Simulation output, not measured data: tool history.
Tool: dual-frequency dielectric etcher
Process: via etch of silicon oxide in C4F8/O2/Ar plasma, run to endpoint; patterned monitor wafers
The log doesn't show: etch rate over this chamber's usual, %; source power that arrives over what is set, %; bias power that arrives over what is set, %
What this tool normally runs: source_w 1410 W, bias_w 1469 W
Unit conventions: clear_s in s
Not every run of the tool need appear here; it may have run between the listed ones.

| run | day | source_w | bias_w | wafers since the last listed run | hours since the last wet clean | hours since the last source power generator calibration | hours since the last bias power generator calibration | hours since the last upper electrode change | incoming incoming film thickness, nm | clear_s |
|---|---|---|---|---|---|---|---|---|---|---|
| 1 | 0.000 | 1520 | 1337 | 0 | 345.1 | 2324.6 | 3079.7 | 2109.0 | 1733.6 | 407.8 |
| 2 | 0.342 | 1520 | 1337 | 39 | 353.3 | 2332.8 | 3087.9 | 2117.2 | 1692.0 | 395.7 |
| 3 | 0.679 | 1130 | 1189 | 38 | 361.4 | 2340.9 | 3096.0 | 2125.3 | 1686.3 | 448.4 |
| 4 | 1.104 | 1130 | 1189 | 48 | 371.6 | 2351.1 | 3106.2 | 2135.5 | 1712.6 | 460.3 |
| 5 | 1.750 | 1410 | 1469 | 74 | 387.1 | 2366.6 | 3121.7 | 2151.0 | 1700.9 | 396.9 |
| 6 | 2.258 | 1410 | 1469 | 58 | 399.3 | 2378.8 | 3133.9 | 2163.2 | 1701.1 | 401.8 |
| 7 | 2.550 | 1410 | 1469 | 33 | 406.3 | 2385.8 | 3140.9 | 2170.2 | 1704.6 | 399.6 |
| 8 | 3.075 | 1410 | 1469 | 60 | 418.9 | 2398.4 | 3153.5 | 2182.8 | 1684.5 | 391.6 |
| 9 | 3.733 | 1150 | 1469 | 75 | 434.7 | 2414.2 | 3169.3 | 2198.6 | 1701.4 | 433.3 |
| 10 | 4.258 | 1410 | 1469 | 60 | 447.3 | 2426.8 | 3181.9 | 2211.2 | 1692.4 | 397.9 |
| 11 | 4.538 | 1140 | 1747 | 32 | 454.0 | 2433.5 | 3188.6 | 2217.9 | 1721.8 | 424.4 |
| 12 | 5.133 | 1510 | 1827 | 68 | 468.3 | 2447.8 | 3202.9 | 2232.2 | 1719.6 | 374.8 |
| 13 | 5.404 | 1540 | 1299 | 31 | 474.8 | 2454.3 | 3209.4 | 2238.7 | 1710.2 | 396.1 |
| 14 | 5.892 | 1510 | 1110 | 55 | 486.5 | 2466.0 | 3221.1 | 2250.4 | 1690.2 | 400.0 |
| 15 | 6.567 | 1710 | 1469 | 77 | 502.7 | 2482.2 | 3237.3 | 2266.6 | 1700.0 | 371.9 |
| 16 | 7.146 | 1410 | 1190 | 66 | 516.6 | 2496.1 | 3251.2 | 2280.5 | 1700.1 | 410.7 |
|  | 8.617 | upper electrode replaced |
| 17 | 8.638 | 1410 | 1120 | 56 | 552.4 | 2531.9 | 3287.0 | 0.5 | 1702.3 | 420.1 |
| 18 | 8.654 | 1540 | 1820 | 1 | 552.8 | 2532.3 | 3287.4 | 0.9 | 1708.5 | 370.0 |
| 19 | 9.483 | 1750 | 1653 | 95 | 572.7 | 2552.2 | 3307.3 | 20.8 | 1676.2 | 354.2 |
|  | 10.154 | source power generator calibrated |
| 20 | 10.175 | 1410 | 1469 | 60 | 589.3 | 0.5 | 3323.9 | 37.4 | 1697.9 | 394.2 |
| 21 | 10.662 | 1740 | 1469 | 55 | 601.0 | 12.2 | 3335.6 | 49.1 | 1704.0 | 369.9 |
|  | 11.592 | bias power generator calibrated |
|  | 12.229 | wet clean of the chamber |
| 22 | 12.250 | 1500 | 1703 | 89 | 0.5 | 50.3 | 15.8 | 87.2 | 1699.3 | 388.5 |
| 23 | 12.267 | 1300 | 1220 | 1 | 0.9 | 50.7 | 16.2 | 87.6 | 1702.1 | 436.7 |
| 24 | 12.638 | 1410 | 1469 | 42 | 9.8 | 59.6 | 25.1 | 96.5 | 1692.9 | 407.9 |
| 25 | 13.196 | 1410 | 1469 | 64 | 23.2 | 73.0 | 38.5 | 109.9 | 1688.5 | 409.6 |
| 26 | 13.842 | 1520 | 1340 | 74 | 38.7 | 88.5 | 54.0 | 125.4 | 1702.1 | 401.1 |
| 27 | 14.350 | 1580 | 1360 | 58 | 50.9 | 100.7 | 66.2 | 137.6 | 1699.4 | 400.9 |
| 28 | 14.721 | 1410 | 1469 | 42 | 59.8 | 109.6 | 75.1 | 146.5 | 1714.4 | 414.0 |
| 29 | 15.400 | 1100 | 1711 | 77 | 76.1 | 125.9 | 91.4 | 162.8 | 1679.9 | 429.4 |
| 30 | 16.071 | 1270 | 1663 | 76 | 92.2 | 142.0 | 107.5 | 178.9 | 1710.7 | 417.1 |
| 31 | 16.675 | 1610 | 1569 | 69 | 106.7 | 156.5 | 122.0 | 193.4 | 1699.6 | 382.8 |
| 32 | 17.021 | 1410 | 1469 | 39 | 115.0 | 164.8 | 130.3 | 201.7 | 1693.5 | 406.3 |
| 33 | 17.562 | 1410 | 1469 | 62 | 128.0 | 177.8 | 143.3 | 214.7 | 1708.4 | 406.3 |
| 34 | 17.862 | 1410 | 1469 | 34 | 135.2 | 185.0 | 150.5 | 221.9 | 1711.6 | 411.0 |

Consider 5 possible next runs. They are alternatives, not a sequence: every one starts from the tool as it was left by run 34. What does each give?
| A | 17.883 | 1510 | 1469 | 2 | 135.7 | 185.5 | 151.0 | 222.4 | 1697.7 | ? |
| B | 17.883 | 1630 | 1345 | 2 | 135.7 | 185.5 | 151.0 | 222.4 | 1697.7 | ? |
| C | 17.883 | 1590 | 1248 | 2 | 135.7 | 185.5 | 151.0 | 222.4 | 1697.7 | ? |
| D | 17.883 | 1580 | 1817 | 2 | 135.7 | 185.5 | 151.0 | 222.4 | 1697.7 | ? |
| E | 17.883 | 1410 | 1780 | 2 | 135.7 | 185.5 | 151.0 | 222.4 | 1697.7 | ? |

| run | clear_s |
|---|---|
| A | 393.2 |
| B | 387.9 |
| C | 396.5 |
| D | 371.5 |
| E | 389.0 |
Stripped of hidden state, with their random variation kept, the same runs would have yielded:
| run | clear_s |
|---|---|
| A | 396.6 |
| B | 391.3 |
| C | 400.0 |
| D | 374.7 |
| E | 392.4 |
